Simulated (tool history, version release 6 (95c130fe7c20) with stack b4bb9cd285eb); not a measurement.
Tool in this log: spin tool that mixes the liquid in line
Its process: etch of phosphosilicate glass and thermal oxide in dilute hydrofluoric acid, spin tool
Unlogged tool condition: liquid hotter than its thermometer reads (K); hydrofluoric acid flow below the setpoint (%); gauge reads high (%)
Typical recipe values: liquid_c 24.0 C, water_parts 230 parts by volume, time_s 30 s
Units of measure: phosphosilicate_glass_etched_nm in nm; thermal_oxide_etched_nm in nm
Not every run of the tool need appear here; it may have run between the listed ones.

run     day  liquid_c  water_parts  time_s  wafers since the last listed run  hours since the thermometer was replaced  hours since the hydrofluoric acid flow meter was replaced  hours since the gauge calibration  read-back film thickness of the phosphosilicate glass reference wafer, read on the same gauge (nm)  read-back film thickness of the thermal oxide reference wafer, read on the same gauge (nm)  phosphosilicate_glass_etched_nm  thermal_oxide_etched_nm
  1   0.000      22.0          275      30                                 0                                     140.5                                                      928.3                              117.4                                                                                              129.96                                                                                      99.984                            11.48                    0.397
  2   1.262      20.5          230      30                               539                                     170.8                                                      958.6                              147.7                                                                                              130.04                                                                                      99.976                            13.53                    0.459
  3   2.308      20.5          230      30                               446                                     195.9                                                      983.7                              172.8                                                                                              129.97                                                                                      99.955                            13.47                    0.476
  4   3.333      22.5          190      15                               438                                     220.5                                                     1008.3                              197.4                                                                                              129.99                                                                                     100.011                             9.24                    0.344
  5   4.483      26.0          230      30                               491                                     248.1                                                     1035.9                              225.0                                                                                              129.94                                                                                      99.981                            16.69                    0.563
  6   5.079      25.5          125      45                               254                                     262.4                                                     1050.2                              239.3                                                                                              130.00                                                                                      99.943                            50.56                    1.809
  7   5.783      24.0          230      30                               300                                     279.3                                                     1067.1                              256.2                                                                                              130.02                                                                                      99.950                            15.67                    0.551
  8   6.933      24.0          230      40                               491                                     306.9                                                     1094.7                              283.8                                                                                              129.98                                                                                     100.005                            20.59                    0.739
  9   8.267      24.0          230      20                               569                                     338.9                                                     1126.7                              315.8                                                                                              130.05                                                                                     100.000                            10.24                    0.350
 10   9.208      28.0          160      40                               402                                     361.5                                                     1149.3                              338.4                                                                                              130.03                                                                                     100.048                            36.71                    1.385
 11  10.029      25.5          125      45                               350                                     381.2                                                     1169.0                              358.1                                                                                              130.00                                                                                      99.990                            51.75                    1.742
 12  11.383      24.0          230      30                               578                                     413.7                                                     1201.5                              390.6                                                                                              129.99                                                                                      99.960                            15.57                    0.550
 13  12.367      28.0          200      20                               420                                     437.3                                                     1225.1                              414.2                                                                                              129.95                                                                                      99.993                            14.23                    0.469
 14  13.162      24.0          230      30                               340                                     456.4                                                     1244.2                              433.3                                                                                              130.03                                                                                     100.031                            15.70                    0.553
 15  14.421      24.0          115      40                               537                                     486.6                                                     1274.4                              463.5                                                                                              130.00                                                                                     100.009                            47.00                    1.591
 16  15.225      24.0          230      30                               343                                     505.9                                                     1293.7                              482.8                                                                                              130.01                                                                                      99.969                            15.63                    0.589
     16.242  -- hydrofluoric acid flow meter replaced
 17  16.600      24.0          230      30                               569                                     538.9                                                        8.6                              515.8                                                                                              130.01                                                                                     100.005                            15.71                    0.600
 18  17.308      22.5          265      45                               302                                     555.9                                                       25.6                              532.8                                                                                              129.94                                                                                      99.987                            18.77                    0.633
 19  18.700      25.5          190      30                               594                                     589.3                                                       59.0                              566.2                                                                                              130.03                                                                                     100.031                            20.84                    0.734
 20  19.504      28.0          160      40                               343                                     608.6                                                       78.3                              585.5                                                                                              129.97                                                                                     100.001                            37.32                    1.313
 21  20.062      22.5          230      30                               238                                     622.0                                                       91.7                              598.9                                                                                              130.00                                                                                     100.009                            14.91                    0.544
 22  21.062      20.0          320      20                               427                                     646.0                                                      115.7                              622.9                                                                                              130.00                                                                                      99.994                             5.98                    0.210
 23  22.075      24.0          230      30                               432                                     670.3                                                      140.0                              647.2                                                                                              130.04                                                                                      99.969                            15.76                    0.538
 24  23.171      27.0          230      25                               468                                     696.6                                                      166.3                              673.5                                                                                              129.99                                                                                      99.973                            14.36                    0.546
 25  26.950      24.0          230      50                              1615                                     787.3                                                      257.0                              764.2                                                                                              129.98                                                                                     100.021                            26.32                    0.875
 26  27.688      27.0          230      30                               315                                     805.0                                                      274.7                              781.9                                                                                              130.05                                                                                     100.047                            17.48                    0.595

What differs in the tool's unlogged condition from the final listed run ahead of each entry between runs to the first listed run following it?
Between runs 16 and 17: hydrofluoric acid flow meter replaced (day 16.242)
  liquid hotter than its thermometer reads (K): 0.62 -> 0.652
  difference, measured minus the result without the unlogged condition, phosphosilicate_glass_etched_nm: +0.34 -> +0.37 nm; thermal_oxide_etched_nm: +0.013 -> +0.014 nm

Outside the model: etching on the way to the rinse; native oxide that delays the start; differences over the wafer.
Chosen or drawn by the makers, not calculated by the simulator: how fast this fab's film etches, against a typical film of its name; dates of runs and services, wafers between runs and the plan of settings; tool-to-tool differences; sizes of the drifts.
